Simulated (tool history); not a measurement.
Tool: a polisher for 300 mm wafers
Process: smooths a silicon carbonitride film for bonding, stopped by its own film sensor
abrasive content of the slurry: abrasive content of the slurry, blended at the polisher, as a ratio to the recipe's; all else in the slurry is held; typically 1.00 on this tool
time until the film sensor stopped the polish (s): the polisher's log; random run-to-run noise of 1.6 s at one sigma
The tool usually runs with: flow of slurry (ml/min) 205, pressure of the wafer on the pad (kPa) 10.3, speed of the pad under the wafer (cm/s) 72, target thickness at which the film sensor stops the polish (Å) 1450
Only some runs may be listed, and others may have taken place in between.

run,day,flow of slurry (ml/min),pressure of the wafer on the pad (kPa),speed of the pad under the wafer (cm/s),abrasive content of the slurry,target thickness at which the film sensor stops the polish (Å),wafers since the last listed run,wafers polished on this pad,hours since the slurry nozzle was cleaned,hours since the head pressure was calibrated,hours since the slurry blender was calibrated,"incoming thickness of the incoming film, nm",time until the film sensor stopped the polish (s)
1,0.000,205,10.3,72,1.00,1450,0,683,283.3,636.2,363.8,167.1,144.1
2,0.300,205,10.3,72,1.00,1450,65,748,290.5,643.4,371.0,167.1,146.0
# day 0.558: worn pad replaced by a new one
3,0.929,205,10.3,72,1.00,1450,100,80,305.6,658.5,386.1,168.4,144.1
4,1.550,205,10.3,72,1.00,1450,134,215,320.5,673.4,401.0,169.0,151.1
5,2.212,205,10.3,72,1.00,1450,143,359,336.4,689.3,416.9,170.3,159.1
6,2.875,205,8.3,72,1.00,1450,143,502,352.3,705.2,432.8,170.3,198.2
7,3.329,205,8.3,72,1.00,1450,98,601,363.2,716.1,443.7,171.7,209.2
# day 4.012: head pressure recalibrated
8,4.033,205,8.3,72,1.00,1450,134,736,380.1,0.5,460.6,170.6,204.8
# day 4.375: slurry blender recalibrated
# day 4.421: worn pad replaced by a new one, of another model than before
9,4.442,205,10.3,72,1.00,1510,60,4,389.9,10.3,1.6,172.4,127.6
10,5.017,205,6.9,72,1.00,1450,124,129,403.7,24.1,15.4,173.0,210.7
11,5.496,205,10.3,72,1.00,1450,104,233,415.2,35.6,26.9,170.3,159.4
12,5.762,150,10.3,72,1.00,1420,57,291,421.6,42.0,33.3,169.2,193.8
13,6.158,155,12.4,46,0.70,1450,86,377,431.1,51.5,42.8,170.6,230.4
14,6.829,205,8.3,58,0.85,1450,145,523,447.2,67.6,58.9,169.8,212.0
# day 6.942: slurry nozzle cleaned
# day 7.504: worn pad replaced by a new one
15,7.525,235,10.3,62,1.00,1450,105,4,14.0,84.3,75.6,169.2,152.4
16,8.758,205,10.3,72,1.00,1450,268,272,43.6,113.9,105.2,172.3,178.3

Each row is a separate what-if for the run after 16, all from the same tool condition, not one after another. Results?
A,8.779,205,10.3,72,1.00,1410,4,276,44.1,114.4,105.7,170.8,?
B,8.779,175,11.7,72,1.00,1510,4,276,44.1,114.4,105.7,170.8,?
C,8.779,260,10.3,72,1.00,1450,4,276,44.1,114.4,105.7,170.8,?
D,8.779,230,13.1,72,0.80,1390,4,276,44.1,114.4,105.7,170.8,?

run,time until the film sensor stopped the polish (s)
A,193.2
B,125.7
C,160.9
D,195.2
With the hidden condition removed and each run's random variation left untouched, the same runs would have given:
run,time until the film sensor stopped the polish (s)
A,175.7
B,114.3
C,146.2
D,177.4

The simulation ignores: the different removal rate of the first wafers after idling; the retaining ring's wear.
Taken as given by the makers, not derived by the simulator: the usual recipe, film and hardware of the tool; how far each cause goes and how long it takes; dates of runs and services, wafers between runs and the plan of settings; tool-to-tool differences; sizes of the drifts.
